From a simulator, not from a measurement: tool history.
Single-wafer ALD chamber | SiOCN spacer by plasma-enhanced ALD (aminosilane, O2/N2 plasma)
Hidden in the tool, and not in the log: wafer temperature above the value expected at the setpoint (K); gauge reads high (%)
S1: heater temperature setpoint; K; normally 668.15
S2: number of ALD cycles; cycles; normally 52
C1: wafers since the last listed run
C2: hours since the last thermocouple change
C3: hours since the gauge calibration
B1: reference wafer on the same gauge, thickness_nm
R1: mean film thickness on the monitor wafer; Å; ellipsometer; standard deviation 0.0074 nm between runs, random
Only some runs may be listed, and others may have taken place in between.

{"run": 1, "hour": 0.0, "S1": 668.15, "S2": 52, "C1": 0, "C2": 1145.2, "C3": 1188.3, "B1": 2.431, "R1": 29.64}
{"run": 2, "hour": 34.8, "S1": 668.15, "S2": 52, "C1": 250, "C2": 1180.0, "C3": 1223.1, "B1": 2.43, "R1": 29.55}
{"run": 3, "hour": 100.5, "S1": 668.15, "S2": 52, "C1": 472, "C2": 1245.7, "C3": 1288.8, "B1": 2.432, "R1": 29.66}
{"run": 4, "hour": 169.7, "S1": 657.15, "S2": 52, "C1": 497, "C2": 1314.9, "C3": 1358.0, "B1": 2.431, "R1": 29.73}
{"run": 5, "hour": 210.6, "S1": 665.15, "S2": 52, "C1": 294, "C2": 1355.8, "C3": 1398.9, "B1": 2.429, "R1": 29.62}
{"run": 6, "hour": 280.1, "S1": 665.15, "S2": 52, "C1": 499, "C2": 1425.3, "C3": 1468.4, "B1": 2.429, "R1": 29.56}
{"run": 7, "hour": 317.8, "S1": 668.15, "S2": 52, "C1": 271, "C2": 1463.0, "C3": 1506.1, "B1": 2.43, "R1": 29.55}
{"run": 8, "hour": 353.9, "S1": 668.15, "S2": 52, "C1": 259, "C2": 1499.1, "C3": 1542.2, "B1": 2.428, "R1": 29.61}
{"run": 9, "hour": 404.1, "S1": 668.15, "S2": 52, "C1": 361, "C2": 1549.3, "C3": 1592.4, "B1": 2.429, "R1": 29.47}
{"run": 10, "hour": 579.0, "S1": 673.15, "S2": 59, "C1": 1258, "C2": 1724.2, "C3": 1767.3, "B1": 2.424, "R1": 33.31}
{"run": 11, "hour": 604.3, "S1": 668.15, "S2": 48, "C1": 181, "C2": 1749.5, "C3": 1792.6, "B1": 2.424, "R1": 27.22}
{"run": 12, "hour": 632.2, "S1": 668.15, "S2": 48, "C1": 200, "C2": 1777.4, "C3": 1820.5, "B1": 2.423, "R1": 27.21}
{"run": 13, "hour": 700.5, "S1": 674.15, "S2": 52, "C1": 491, "C2": 1845.7, "C3": 1888.8, "B1": 2.423, "R1": 29.24}
{"run": 14, "hour": 758.6, "S1": 674.15, "S2": 52, "C1": 417, "C2": 1903.8, "C3": 1946.9, "B1": 2.42, "R1": 29.34}
{"run": 15, "hour": 806.2, "S1": 668.15, "S2": 52, "C1": 342, "C2": 1951.4, "C3": 1994.5, "B1": 2.421, "R1": 29.51}
{"run": 16, "hour": 867.6, "S1": 668.15, "S2": 52, "C1": 441, "C2": 2012.8, "C3": 2055.9, "B1": 2.418, "R1": 29.63}
{"run": 17, "hour": 932.3, "S1": 679.15, "S2": 52, "C1": 465, "C2": 2077.5, "C3": 2120.6, "B1": 2.417, "R1": 28.79}
{"run": 18, "hour": 999.4, "S1": 679.15, "S2": 52, "C1": 482, "C2": 2144.6, "C3": 2187.7, "B1": 2.415, "R1": 28.85}
{"run": 19, "hour": 1045.3, "S1": 679.15, "S2": 52, "C1": 330, "C2": 2190.5, "C3": 2233.6, "B1": 2.419, "R1": 28.78}
{"run": 20, "hour": 1086.7, "S1": 668.15, "S2": 46, "C1": 297, "C2": 2231.9, "C3": 2275.0, "B1": 2.414, "R1": 25.9}
{"hour": 1154.3, "done": "thermocouple changed; heater temperature recalibrated"}
{"run": 21, "hour": 1154.8, "S1": 668.15, "S2": 46, "C1": 432, "C2": 0.5, "C3": 2343.1, "B1": 2.414, "R1": 25.9}
{"run": 22, "hour": 1174.0, "S1": 661.15, "S2": 59, "C1": 138, "C2": 19.7, "C3": 2362.3, "B1": 2.414, "R1": 33.42}
{"run": 23, "hour": 1218.2, "S1": 668.15, "S2": 52, "C1": 317, "C2": 63.9, "C3": 2406.5, "B1": 2.409, "R1": 29.31}
{"run": 24, "hour": 1280.6, "S1": 682.15, "S2": 43, "C1": 448, "C2": 126.3, "C3": 2468.9, "B1": 2.408, "R1": 23.4}
{"run": 25, "hour": 1309.9, "S1": 683.15, "S2": 52, "C1": 210, "C2": 155.6, "C3": 2498.2, "B1": 2.41, "R1": 28.16}
{"run": 26, "hour": 1342.9, "S1": 660.15, "S2": 52, "C1": 237, "C2": 188.6, "C3": 2531.2, "B1": 2.409, "R1": 29.38}
{"run": 27, "hour": 1388.0, "S1": 678.15, "S2": 56, "C1": 324, "C2": 233.7, "C3": 2576.3, "B1": 2.409, "R1": 31.01}
{"hour": 1412.8, "done": "gauge calibrated"}
{"run": 28, "hour": 1441.1, "S1": 663.15, "S2": 46, "C1": 381, "C2": 286.8, "C3": 28.3, "B1": 2.439, "R1": 26.21}
{"run": 29, "hour": 1500.7, "S1": 674.15, "S2": 45, "C1": 428, "C2": 346.4, "C3": 87.9, "B1": 2.439, "R1": 25.56}
{"run": 30, "hour": 1525.9, "S1": 661.15, "S2": 42, "C1": 181, "C2": 371.6, "C3": 113.1, "B1": 2.439, "R1": 24.07}
{"run": 31, "hour": 1557.6, "S1": 681.15, "S2": 52, "C1": 228, "C2": 403.3, "C3": 144.8, "B1": 2.441, "R1": 28.77}
{"run": 32, "hour": 1617.6, "S1": 662.15, "S2": 62, "C1": 431, "C2": 463.3, "C3": 204.8, "B1": 2.438, "R1": 35.42}
{"run": 33, "hour": 1649.5, "S1": 680.15, "S2": 46, "C1": 229, "C2": 495.2, "C3": 236.7, "B1": 2.44, "R1": 25.6}
{"run": 34, "hour": 1693.8, "S1": 668.15, "S2": 60, "C1": 318, "C2": 539.5, "C3": 281.0, "B1": 2.441, "R1": 34.26}
{"run": 35, "hour": 1759.7, "S1": 653.15, "S2": 45, "C1": 474, "C2": 605.4, "C3": 346.9, "B1": 2.44, "R1": 25.65}
{"run": 36, "hour": 1827.2, "S1": 668.15, "S2": 52, "C1": 485, "C2": 672.9, "C3": 414.4, "B1": 2.439, "R1": 29.77}
{"run": 37, "hour": 1895.1, "S1": 664.15, "S2": 61, "C1": 488, "C2": 740.8, "C3": 482.3, "B1": 2.438, "R1": 34.86}
{"run": 38, "hour": 1962.3, "S1": 668.15, "S2": 52, "C1": 483, "C2": 808.0, "C3": 549.5, "B1": 2.436, "R1": 29.75}
{"run": 39, "hour": 1999.4, "S1": 668.15, "S2": 52, "C1": 266, "C2": 845.1, "C3": 586.6, "B1": 2.438, "R1": 29.68}
{"run": 40, "hour": 2028.7, "S1": 668.15, "S2": 52, "C1": 210, "C2": 874.4, "C3": 615.9, "B1": 2.437, "R1": 29.59}
{"run": 41, "hour": 2065.4, "S1": 662.15, "S2": 42, "C1": 263, "C2": 911.1, "C3": 652.6, "B1": 2.436, "R1": 24.01}
{"run": 42, "hour": 2116.3, "S1": 677.15, "S2": 49, "C1": 366, "C2": 962.0, "C3": 703.5, "B1": 2.438, "R1": 27.47}
{"run": 43, "hour": 2187.4, "S1": 668.15, "S2": 59, "C1": 511, "C2": 1033.1, "C3": 774.6, "B1": 2.439, "R1": 33.67}
{"run": 44, "hour": 2213.9, "S1": 659.15, "S2": 52, "C1": 190, "C2": 1059.6, "C3": 801.1, "B1": 2.437, "R1": 29.76}
{"run": 45, "hour": 2270.9, "S1": 658.15, "S2": 46, "C1": 410, "C2": 1116.6, "C3": 858.1, "B1": 2.439, "R1": 26.25}

Difference, measured minus no-hidden-state, one row per run. Run-to-run variation is common to both terms; the gauge's own scatter need not be:
run=1 R1=-0.09
run=2 R1=-0.09
run=3 R1=-0.11
run=4 R1=-0.11
run=5 R1=-0.13
run=6 R1=-0.13
run=7 R1=-0.14
run=8 R1=-0.14
run=9 R1=-0.15
run=10 R1=-0.21
run=11 R1=-0.18
run=12 R1=-0.19
run=13 R1=-0.22
run=14 R1=-0.23
run=15 R1=-0.24
run=16 R1=-0.26
run=17 R1=-0.27
run=18 R1=-0.29
run=19 R1=-0.30
run=20 R1=-0.28
run=21 R1=-0.29
run=22 R1=-0.38
run=23 R1=-0.34
run=24 R1=-0.29
run=25 R1=-0.36
run=26 R1=-0.38
run=27 R1=-0.42
run=28 R1=+0.00
run=29 R1=+0.00
run=30 R1=+0.00
run=31 R1=+0.00
run=32 R1=+0.00
run=33 R1=-0.01
run=34 R1=-0.01
run=35 R1=-0.01
run=36 R1=-0.01
run=37 R1=-0.01
run=38 R1=-0.02
run=39 R1=-0.02
run=40 R1=-0.03
run=41 R1=-0.02
run=42 R1=-0.03
run=43 R1=-0.04
run=44 R1=-0.04
run=45 R1=-0.04

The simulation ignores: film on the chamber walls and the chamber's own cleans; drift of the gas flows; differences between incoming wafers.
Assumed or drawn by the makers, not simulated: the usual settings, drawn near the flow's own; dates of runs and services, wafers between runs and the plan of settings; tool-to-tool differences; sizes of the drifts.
